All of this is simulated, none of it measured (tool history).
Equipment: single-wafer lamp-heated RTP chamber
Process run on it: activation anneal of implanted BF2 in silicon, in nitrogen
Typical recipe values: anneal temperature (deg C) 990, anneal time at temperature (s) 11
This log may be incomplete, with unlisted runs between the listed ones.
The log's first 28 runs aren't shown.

| run | hour | anneal temperature (deg C) | anneal time at temperature (s) | read-back reference wafer on the same gauge, sheet resistance | sheet resistance of the implanted and annealed layer (ohm/square) |
|---|---|---|---|---|---|
|  | 1683.3 | pyrometer window cleaned and pyrometer calibrated |
| 29 | 1721.2 | 990 | 7 | 552.00 | 611.34 |
| 30 | 1761.9 | 1013 | 14 | 552.02 | 606.06 |
| 31 | 1830.6 | 990 | 11 | 551.88 | 610.69 |
| 32 | 1874.1 | 1017 | 11 | 551.81 | 609.10 |
| 33 | 1930.3 | 990 | 11 | 551.83 | 611.53 |
| 34 | 1991.3 | 990 | 14 | 552.02 | 608.90 |
| 35 | 2025.4 | 1003 | 6 | 551.77 | 610.39 |
|  | 2043.7 | reflector plate cleaned |
| 36 | 2202.5 | 981 | 16 | 552.26 | 611.09 |
|  | 2250.8 | pyrometer window cleaned and pyrometer calibrated |
| 37 | 2263.7 | 990 | 11 | 552.16 | 610.53 |

Predict each of these 3 candidate next runs independently; none follows another, all start after run 37:
| A | 2264.1 | 990 | 15 | ? | ? |
| B | 2264.1 | 981 | 13 | ? | ? |
| C | 2264.1 | 970 | 11 | ? | ? |

| run | read-back reference wafer on the same gauge, sheet resistance | sheet resistance of the implanted and annealed layer (ohm/square) |
|---|---|---|
| A | 551.95 | 610.63 |
| B | 551.95 | 614.24 |
| C | 551.95 | 621.83 |
With the hidden condition removed and each run's random variation left untouched, the same runs would have given:
| run | sheet resistance of the implanted and annealed layer (ohm/square) |
|---|---|
| A | 610.63 |
| B | 614.24 |
| C | 621.83 |
